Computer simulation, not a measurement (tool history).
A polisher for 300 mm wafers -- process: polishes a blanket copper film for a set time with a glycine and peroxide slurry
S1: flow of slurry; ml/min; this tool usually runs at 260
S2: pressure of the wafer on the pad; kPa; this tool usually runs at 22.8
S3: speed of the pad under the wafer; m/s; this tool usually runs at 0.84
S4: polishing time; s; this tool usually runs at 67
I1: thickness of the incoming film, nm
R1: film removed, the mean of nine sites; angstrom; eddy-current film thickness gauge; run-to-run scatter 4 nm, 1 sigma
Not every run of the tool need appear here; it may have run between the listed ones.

run	hour	S1	S2	S3	S4	I1	R1
1	0.0	320	22.8	0.84	67	2264.2	4230
2	8.2	320	22.8	0.84	67	2324.5	4238
3	17.3	260	22.8	0.84	67	2264.7	4067
# hour 30.4: worn pad replaced by a new one
4	30.9	260	22.8	0.84	67	2304.4	4272
5	37.3	260	22.8	0.84	67	2288.6	4278
6	53.8	260	22.8	0.84	67	2310.1	4254
7	86.7	260	22.8	0.84	67	2296.9	4115
8	92.9	260	22.8	0.84	67	2265.7	4100
9	107.6	260	22.8	0.84	67	2295.8	4023
# hour 119.1: worn pad replaced by a new one
10	123.8	260	22.8	0.84	67	2288.1	4271
11	140.8	260	22.8	0.84	67	2298.4	4258
12	152.4	260	22.8	0.84	67	2306.3	4157
13	166.9	260	22.8	0.84	67	2351.6	4229
14	180.6	260	22.8	0.84	67	2277.5	4106
# hour 196.2: worn pad replaced by a new one
# hour 198.4: head pressure recalibrated
15	198.9	260	22.8	0.78	67	2285.4	4126
16	206.7	260	15.2	0.76	51	2313.1	2214
17	218.7	320	22.8	0.84	67	2305.4	4260
18	234.8	260	22.8	0.84	67	2296.0	4211
19	240.9	220	22.8	1.06	67	2329.0	5007
20	249.3	235	22.8	0.84	51	2305.2	3180
21	257.2	260	16.5	0.84	67	2298.9	3296
22	264.7	175	22.8	0.84	67	2308.1	3897
23	275.9	260	22.8	0.84	67	2315.5	4035
# hour 286.6: worn pad replaced by a new one
24	293.4	175	24.8	1.06	67	2258.8	5333
25	307.3	260	15.2	0.84	67	2323.1	3150
26	321.2	260	22.8	0.84	76	2285.1	4788
# hour 325.5: slurry nozzle cleaned
27	332.5	260	22.8	0.84	67	2285.7	4227
28	339.9	305	22.8	0.84	67	2287.5	4198
# hour 377.2: worn pad replaced by a new one
29	378.1	170	22.8	0.84	67	2329.2	4045
30	391.8	310	28.3	1.14	47	2339.6	4708
31	409.7	190	17.9	0.84	67	2270.0	3389

Below are 4 alternative next runs, each starting from the tool's condition after run 31. Predict each:
A	410.1	260	22.8	1.14	67	2267.1	?
B	410.1	215	19.3	0.60	77	2267.1	?
C	410.1	345	15.2	1.08	55	2267.1	?
D	410.1	260	22.8	0.58	67	2267.1	?

run	R1
A	5535
B	3280
C	3241
D	3186
Without the tool's hidden state the same runs would have given:
run	R1
A	5594
B	3315
C	3275
D	3220
